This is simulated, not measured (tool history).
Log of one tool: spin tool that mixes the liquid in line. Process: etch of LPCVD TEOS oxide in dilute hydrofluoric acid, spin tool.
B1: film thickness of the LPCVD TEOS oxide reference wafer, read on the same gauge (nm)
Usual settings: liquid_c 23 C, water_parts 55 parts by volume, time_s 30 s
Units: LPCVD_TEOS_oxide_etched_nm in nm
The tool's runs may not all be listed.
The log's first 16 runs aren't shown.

Run 17, hour 307.7: usual settings but liquid_c 21.5 C; B1 90.03. Result: LPCVD_TEOS_oxide_etched_nm 15.41 nm.
Run 18, hour 320.8: usual settings; B1 89.99. Result: LPCVD_TEOS_oxide_etched_nm 16.37 nm.
Run 19, hour 327.5: usual settings but liquid_c 27.5 C, time_s 35 s; B1 90.02. Result: LPCVD_TEOS_oxide_etched_nm 23.04 nm.
Run 20, hour 336.7: usual settings but liquid_c 26.5 C, water_parts 30 parts by volume, time_s 15 s; B1 90.03. Result: LPCVD_TEOS_oxide_etched_nm 18.02 nm.
Run 21, hour 345.8: usual settings but water_parts 75 parts by volume; B1 90.01. Result: LPCVD_TEOS_oxide_etched_nm 11.69 nm.
Run 22, hour 353.8: usual settings; B1 90.02. Result: LPCVD_TEOS_oxide_etched_nm 16.55 nm.
Run 23, hour 363.2: usual settings but liquid_c 21 C, water_parts 70 parts by volume; B1 89.99. Result: LPCVD_TEOS_oxide_etched_nm 11.65 nm.
At hour 369.4: thermometer replaced.
Run 24, hour 372.6: usual settings but water_parts 75 parts by volume, time_s 40 s; B1 89.99. Result: LPCVD_TEOS_oxide_etched_nm 17.18 nm.
At hour 375.2: gauge calibrated.
Run 25, hour 389.4: usual settings but water_parts 35 parts by volume; B1 90.01. Result: LPCVD_TEOS_oxide_etched_nm 28.86 nm.
Run 26, hour 404.9: usual settings but liquid_c 28 C, water_parts 65 parts by volume, time_s 20 s; B1 89.98. Result: LPCVD_TEOS_oxide_etched_nm 12.24 nm.
Run 27, hour 415.3: usual settings but liquid_c 28 C, time_s 25 s; B1 89.99. Result: LPCVD_TEOS_oxide_etched_nm 18.39 nm.
Run 28, hour 425.3: usual settings but water_parts 40 parts by volume, time_s 15 s; B1 90.01. Result: LPCVD_TEOS_oxide_etched_nm 12.68 nm.
Run 29, hour 438.8: usual settings; B1 90.01. Result: LPCVD_TEOS_oxide_etched_nm 17.99 nm.
Run 30, hour 456.4: usual settings but liquid_c 18.5 C, water_parts 25 parts by volume, time_s 20 s; B1 90.03. Result: LPCVD_TEOS_oxide_etched_nm 22.29 nm.
Run 31, hour 473.4: usual settings but liquid_c 27 C, water_parts 40 parts by volume; B1 89.98. Result: LPCVD_TEOS_oxide_etched_nm 29.7 nm.

5 ways to go on from here, each from the tool as it stands after run 31. What would each give?
Run A, hour 473.8: usual settings; B1 ?. Result: LPCVD_TEOS_oxide_etched_nm ?.
Run B, hour 473.8: usual settings but water_parts 30 parts by volume; B1 ?. Result: LPCVD_TEOS_oxide_etched_nm ?.
Run C, hour 473.8: usual settings but water_parts 45 parts by volume; B1 ?. Result: LPCVD_TEOS_oxide_etched_nm ?.
Run D, hour 473.8: usual settings but liquid_c 18.5 C, water_parts 30 parts by volume, time_s 50 s; B1 ?. Result: LPCVD_TEOS_oxide_etched_nm ?.
Run E, hour 473.8: usual settings but liquid_c 21.5 C, water_parts 35 parts by volume, time_s 40 s; B1 ?. Result: LPCVD_TEOS_oxide_etched_nm ?.

run     B1  LPCVD_TEOS_oxide_etched_nm
  A  89.97                       17.62
  B  89.97                       33.36
  C  89.97                       21.81
  D  89.97                       45.82
  E  89.97                       35.55
Without the tool's hidden state the same runs would have given:
run  LPCVD_TEOS_oxide_etched_nm
  A                       17.94
  B                       33.97
  C                       22.21
  D                       46.69
  E                       36.21
